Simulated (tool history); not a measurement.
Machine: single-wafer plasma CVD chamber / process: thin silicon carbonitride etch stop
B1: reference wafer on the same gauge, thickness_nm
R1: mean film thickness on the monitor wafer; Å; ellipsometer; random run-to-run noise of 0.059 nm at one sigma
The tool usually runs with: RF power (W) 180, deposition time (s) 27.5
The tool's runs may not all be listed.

Run 1, hour 0: usual settings but RF power (W) 195; B1 14.283. Result: R1 163.27 Å.
Run 2, hour 68.3: usual settings but RF power (W) 195; B1 14.285. Result: R1 164.03 Å.
Run 3, hour 99.8: usual settings but RF power (W) 195; B1 14.288. Result: R1 163.13 Å.
Run 4, hour 165.9: usual settings; B1 14.308. Result: R1 159.73 Å.
Run 5, hour 228.1: usual settings but RF power (W) 155; B1 14.316. Result: R1 153.33 Å.
Run 6, hour 255.2: usual settings but RF power (W) 155; B1 14.294. Result: R1 153.36 Å.
Run 7, hour 307.1: usual settings but RF power (W) 205; B1 14.309. Result: R1 166.47 Å.
Run 8, hour 346.1: usual settings; B1 14.292. Result: R1 160.36 Å.
Run 9, hour 401.5: usual settings; B1 14.308. Result: R1 159.6 Å.
Run 10, hour 463.5: usual settings; B1 14.3. Result: R1 159.1 Å.
Run 11, hour 509.3: usual settings; B1 14.304. Result: R1 159.11 Å.
Run 12, hour 553.2: usual settings but RF power (W) 190, deposition time (s) 24.5; B1 14.309. Result: R1 143.94 Å.
Run 13, hour 668.8: usual settings but RF power (W) 190, deposition time (s) 24.5; B1 14.303. Result: R1 143.12 Å.
Run 14, hour 699.3: usual settings but RF power (W) 190, deposition time (s) 24.5; B1 14.305. Result: R1 143.64 Å.
Run 15, hour 727.9: usual settings; B1 14.294. Result: R1 157.58 Å.
At hour 754.1: RF generator calibrated.
Run 16, hour 761.1: usual settings; B1 14.298. Result: R1 161.61 Å.
Run 17, hour 830.4: usual settings but RF power (W) 190, deposition time (s) 29.7; B1 14.313. Result: R1 178.28 Å.
At hour 878.2: thermocouple changed; heater temperature recalibrated.
Run 18, hour 885.3: usual settings; B1 14.31. Result: R1 162.19 Å.
Run 19, hour 943.9: usual settings but RF power (W) 150, deposition time (s) 31.1; B1 14.308. Result: R1 174.33 Å.

Expected results for the next run?
Run 20, hour 984.9: usual settings but RF power (W) 165; B1 ?. Result: R1 ?.

{"run 20": {"B1": 14.307, "R1": 159.33}}
On a tool with no hidden condition, and with the same random variation, this run would have come out at R1 159.86 Å.
